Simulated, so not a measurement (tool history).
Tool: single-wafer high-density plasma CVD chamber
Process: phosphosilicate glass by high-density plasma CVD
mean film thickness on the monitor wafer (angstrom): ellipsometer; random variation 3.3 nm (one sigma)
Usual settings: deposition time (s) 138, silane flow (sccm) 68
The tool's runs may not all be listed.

| run | hour | deposition time (s) | silane flow (sccm) | read-back reference wafer on the same gauge, thickness_nm | mean film thickness on the monitor wafer (angstrom) |
|---|---|---|---|---|---|
| 1 | 0 | 138 | 68 | 1154.167 | 10311.22 |
| 2 | 17.7 | 138 | 68 | 1152.821 | 10354.09 |
| 3 | 47.5 | 138 | 68 | 1152.006 | 10298.96 |
| 4 | 77.1 | 150 | 68 | 1150.145 | 11239.56 |
| 5 | 96 | 150 | 68 | 1149.76 | 11137.68 |
| 6 | 112.1 | 150 | 68 | 1149.056 | 11152.01 |
| 7 | 126.5 | 145 | 79 | 1148.358 | 12434.88 |
| 8 | 142.6 | 145 | 79 | 1147.607 | 12412.61 |
|  | 169.6 | gauge calibrated |
| 9 | 171 | 145 | 79 | 1157.994 | 12458.63 |
| 10 | 184.1 | 138 | 68 | 1156.706 | 10323.37 |
| 11 | 219.7 | 138 | 62 | 1155.123 | 9498.9 |
|  | 247.1 | silane flow controller replaced |
| 12 | 257.7 | 162 | 58 | 1153.991 | 10471.79 |
| 13 | 276 | 114 | 56 | 1153.212 | 7109.84 |
| 14 | 291.8 | 145 | 79 | 1152.287 | 12419.3 |
| 15 | 310.5 | 138 | 80 | 1151.866 | 11988.08 |
| 16 | 345.8 | 115 | 68 | 1149.032 | 8577.29 |
| 17 | 370.6 | 138 | 68 | 1148.853 | 10280.37 |
| 18 | 389 | 162 | 65 | 1148.83 | 11538.15 |
| 19 | 410 | 131 | 55 | 1146.65 | 7976.68 |
| 20 | 431.2 | 138 | 72 | 1145.707 | 10810.94 |

5 ways to go on from here, each from the tool as it stands after run 20. What would each give?
| A | 431.6 | 138 | 68 | ? | ? |
| B | 431.6 | 165 | 68 | ? | ? |
| C | 431.6 | 163 | 68 | ? | ? |
| D | 431.6 | 163 | 79 | ? | ? |
| E | 431.6 | 116 | 60 | ? | ? |

| run | read-back reference wafer on the same gauge, thickness_nm | mean film thickness on the monitor wafer (angstrom) |
|---|---|---|
| A | 1145.953 | 10229.91 |
| B | 1145.953 | 12231.42 |
| C | 1145.953 | 12083.16 |
| D | 1145.953 | 13907.07 |
| E | 1145.953 | 7655.06 |
Without the tool's hidden state the same runs would have given:
| run | mean film thickness on the monitor wafer (angstrom) |
|---|---|
| A | 10355.99 |
| B | 12382.16 |
| C | 12232.07 |
| D | 14078.46 |
| E | 7749.4 |

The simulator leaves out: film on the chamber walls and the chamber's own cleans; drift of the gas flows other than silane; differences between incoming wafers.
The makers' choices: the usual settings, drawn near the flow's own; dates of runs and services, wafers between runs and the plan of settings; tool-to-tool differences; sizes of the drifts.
